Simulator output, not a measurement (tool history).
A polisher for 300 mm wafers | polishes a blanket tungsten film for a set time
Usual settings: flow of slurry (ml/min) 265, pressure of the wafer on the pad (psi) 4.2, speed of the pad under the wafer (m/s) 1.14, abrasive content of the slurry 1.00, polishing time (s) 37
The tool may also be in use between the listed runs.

run    hour  flow of slurry (ml/min)  pressure of the wafer on the pad (psi)  speed of the pad under the wafer (m/s)  abrasive content of the slurry  polishing time (s)  wafers since the last listed run  wafers polished on this pad  hours since the slurry nozzle was cleaned  hours since the head pressure was calibrated  hours since the slurry blender was calibrated  hours since the slurry got fresh peroxide  incoming thickness of the incoming film, nm  film removed (Å)
  1     0.0                      265                                     4.2                                    1.14                            1.00                  37                                 0                         1392                                      608.8                                         878.1                                          671.0                                      318.5                                        740.0              2047
       17.4  -- slurry blender recalibrated
  2    67.0                      265                                     4.2                                    1.14                            1.00                  37                               883                         2275                                      675.8                                         945.1                                           49.6                                      385.5                                        734.9              2143
       86.1  -- head pressure recalibrated
  3   112.8                      265                                     4.2                                    1.14                            1.00                  37                               595                         2870                                      721.6                                          26.7                                           95.4                                      431.3                                        728.2              2110
  4   193.5                      265                                     4.2                                    1.14                            1.00                  37                              1096                         3966                                      802.3                                         107.4                                          176.1                                      512.0                                        727.9              2156
      249.0  -- slurry nozzle cleaned
  5   281.9                      265                                     4.2                                    1.14                            1.00                  37                              1187                         5154                                       32.9                                         195.8                                          264.5                                      600.4                                        731.5              2140
      321.0  -- slurry tank refilled with fresh slurry and peroxide
  6   387.5                      265                                     4.2                                    1.14                            1.00                  37                              1421                         6575                                      138.5                                         301.4                                          370.1                                       66.5                                        731.0              2095
  7   490.8                      265                                     5.0                                    0.92                            1.00                  37                              1403                         7979                                      241.8                                         404.7                                          473.4                                      169.8                                        721.3              2000
  8   555.7                      345                                     4.6                                    1.14                            1.25                  37                               881                         8861                                      306.7                                         469.6                                          538.3                                      234.7                                        727.2              2442
  9   653.6                      265                                     3.4                                    1.14                            0.85                  37                              1330                        10191                                      404.6                                         567.5                                          636.2                                      332.6                                        738.4              1625
      712.2  -- worn pad replaced by a new one
 10   716.0                      265                                     4.2                                    1.40                            1.00                  37                               793                           52                                      467.0                                         629.9                                          698.6                                      395.0                                        721.9              2423
      724.2  -- slurry blender recalibrated
 11   781.7                      175                                     5.2                                    1.14                            1.00                  37                               865                          917                                      532.7                                         695.6                                           57.5                                      460.7                                        730.4              2504
 12   868.6                      265                                     4.2                                    1.14                            1.00                  26                              1180                         2098                                      619.6                                         782.5                                          144.4                                      547.6                                        735.6              1505
      904.1  -- slurry nozzle cleaned
 13   907.5                      265                                     4.2                                    1.14                            1.00                  48                               514                         2613                                        3.4                                         821.4                                          183.3                                      586.5                                        741.6              2717
      956.6  -- head pressure recalibrated
 14   976.5                      265                                     4.2                                    1.14                            1.00                  37                               910                         3523                                       72.4                                          19.9                                          252.3                                      655.5                                        729.8              2110
 15  1018.6                      235                                     4.2                                    1.14                            0.85                  37                               572                         4095                                      114.5                                          62.0                                          294.4                                      697.6                                        713.6              2018
     1043.9  -- slurry tank refilled with fresh slurry and peroxide
 16  1060.8                      175                                     5.2                                    1.14                            1.00                  37                               559                         4655                                      156.7                                         104.2                                          336.6                                       16.9                                        735.8              2441
 17  1156.0                      265                                     2.8                                    0.90                            1.00                  37                              1293                         5948                                      251.9                                         199.4                                          431.8                                      112.1                                        721.9              1193
 18  1213.2                      210                                     4.2                                    0.92                            1.00                  37                               777                         6726                                      309.1                                         256.6                                          489.0                                      169.3                                        722.2              1640
 19  1255.9                      225                                     5.0                                    1.14                            0.90                  49                               580                         7306                                      351.8                                         299.3                                          531.7                                      212.0                                        727.7              3082
 20  1316.9                      335                                     4.2                                    1.14                            1.00                  46                               828                         8135                                      412.8                                         360.3                                          592.7                                      273.0                                        728.1              2590
 21  1354.5                      265                                     4.2                                    1.14                            1.00                  37                               510                         8645                                      450.4                                         397.9                                          630.3                                      310.6                                        714.1              2031
 22  1415.0                      265                                     4.2                                    1.14                            1.00                  37                               822                         9467                                      510.9                                         458.4                                          690.8                                      371.1                                        727.4              2002
     1449.4  -- worn pad replaced by a new one
     1470.3  -- slurry blender recalibrated
 23  1499.6                      265                                     4.2                                    1.48                            1.00                  41                              1067                          654                                      595.5                                         543.0                                           29.3                                      455.7                                        714.0              3058
 24  1575.1                      265                                     4.2                                    1.14                            1.25                  37                              1025                         1680                                      671.0                                         618.5                                          104.8                                      531.2                                        730.8              2255
     1580.2  -- slurry nozzle cleaned
     1796.9  -- slurry tank refilled with fresh slurry and peroxide
 25  1883.6                      265                                     2.8                                    0.90                            1.00                  37                              4164                         5844                                      303.4                                         927.0                                          413.3                                       86.7                                        733.4              1196

5 ways to go on from here, each from the tool as it stands after run 25. What would each give?
  A  1884.0                      240                                     4.2                                    1.14                            1.00                  37                                 5                         5850                                      303.8                                         927.4                                          413.7                                       87.1                                        723.8                 ?
  B  1884.0                      205                                     4.2                                    0.86                            0.75                  37                                 5                         5850                                      303.8                                         927.4                                          413.7                                       87.1                                        723.8                 ?
  C  1884.0                      265                                     4.2                                    0.88                            0.75                  37                                 5                         5850                                      303.8                                         927.4                                          413.7                                       87.1                                        723.8                 ?
  D  1884.0                      205                                     4.2                                    1.52                            1.00                  37                                 5                         5850                                      303.8                                         927.4                                          413.7                                       87.1                                        723.8                 ?
  E  1884.0                      265                                     3.8                                    1.14                            0.75                  44                                 5                         5850                                      303.8                                         927.4                                          413.7                                       87.1                                        723.8                 ?

run  film removed (Å)
  A              2082
  B              1496
  C              1579
  D              2670
  E              2172
Without the tool's hidden state the same runs would have given:
run  film removed (Å)
  A              2145
  B              1539
  C              1625
  D              2750
  E              2235
